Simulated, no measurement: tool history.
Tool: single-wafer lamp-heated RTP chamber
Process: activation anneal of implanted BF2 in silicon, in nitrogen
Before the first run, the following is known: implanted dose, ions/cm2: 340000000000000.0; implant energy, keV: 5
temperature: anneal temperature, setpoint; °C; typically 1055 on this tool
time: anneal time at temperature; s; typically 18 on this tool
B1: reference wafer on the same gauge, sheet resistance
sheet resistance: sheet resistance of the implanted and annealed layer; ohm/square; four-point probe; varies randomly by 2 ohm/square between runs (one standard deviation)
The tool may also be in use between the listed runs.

run 1 day=0 | temperature=1055 time=18 | B1=431.89 | sheet_resistance=388.72
run 2 day=0.592 | temperature=1055 time=18 | B1=432.28 | sheet_resistance=387.25
run 3 day=1.167 | temperature=1068 time=10 | B1=432.16 | sheet_resistance=396.65
run 4 day=1.833 | temperature=1064 time=18 | B1=432.12 | sheet_resistance=375.68
run 5 day=2.45 | temperature=1055 time=18 | B1=431.86 | sheet_resistance=386.58
run 6 day=3.104 | temperature=1079 time=18 | B1=431.95 | sheet_resistance=363.46
run 7 day=3.467 | temperature=1079 time=18 | B1=432.3 | sheet_resistance=362.17
run 8 day=4.188 | temperature=1079 time=18 | B1=432.12 | sheet_resistance=362.02
-- day=4.533 pyrometer window cleaned and pyrometer calibrated
run 9 day=4.708 | temperature=1038 time=18 | B1=432.01 | sheet_resistance=420.48
run 10 day=5.046 | temperature=1038 time=18 | B1=432.34 | sheet_resistance=416.06
run 11 day=5.488 | temperature=1038 time=18 | B1=431.85 | sheet_resistance=419.38
run 12 day=6.025 | temperature=1055 time=24 | B1=431.86 | sheet_resistance=382.9
run 13 day=6.421 | temperature=1046 time=25 | B1=432.06 | sheet_resistance=390.89
-- day=6.492 gauge calibrated
run 14 day=7.05 | temperature=1068 time=18 | B1=432.17 | sheet_resistance=377.44
-- day=7.708 reflector plate cleaned
run 15 day=7.742 | temperature=1084 time=9 | B1=431.43 | sheet_resistance=386.14
run 16 day=8.167 | temperature=1025 time=29 | B1=431.88 | sheet_resistance=410
run 17 day=8.658 | temperature=1055 time=18 | B1=432.15 | sheet_resistance=390.84
run 18 day=9.317 | temperature=1079 time=18 | B1=431.62 | sheet_resistance=367.5
run 19 day=9.975 | temperature=1041 time=22 | B1=432.38 | sheet_resistance=395.81
run 20 day=10.688 | temperature=1037 time=22 | B1=431.65 | sheet_resistance=402.9
run 21 day=11.221 | temperature=1055 time=18 | B1=431.61 | sheet_resistance=387.05
run 22 day=11.571 | temperature=1040 time=18 | B1=431.7 | sheet_resistance=405.65

Branching from run 22: 5 alternative next runs. What would each branch give?
run A day=11.588 | temperature=1055 time=18 | B1=? | sheet_resistance=?
run B day=11.588 | temperature=1073 time=18 | B1=? | sheet_resistance=?
run C day=11.588 | temperature=1077 time=22 | B1=? | sheet_resistance=?
run D day=11.588 | temperature=1065 time=18 | B1=? | sheet_resistance=?
run E day=11.588 | temperature=1078 time=12 | B1=? | sheet_resistance=?

run=A B1=431.85 sheet_resistance=386.02
run=B B1=431.85 sheet_resistance=367.99
run=C B1=431.85 sheet_resistance=360.01
run=D B1=431.85 sheet_resistance=375.15
run=E B1=431.85 sheet_resistance=375.93
Take away the tool's hidden state, keep each run's random variation, and the runs would have read:
run=A sheet_resistance=397.26
run=B sheet_resistance=375.94
run=C sheet_resistance=365.96
run=D sheet_resistance=384.6
run=E sheet_resistance=385.11
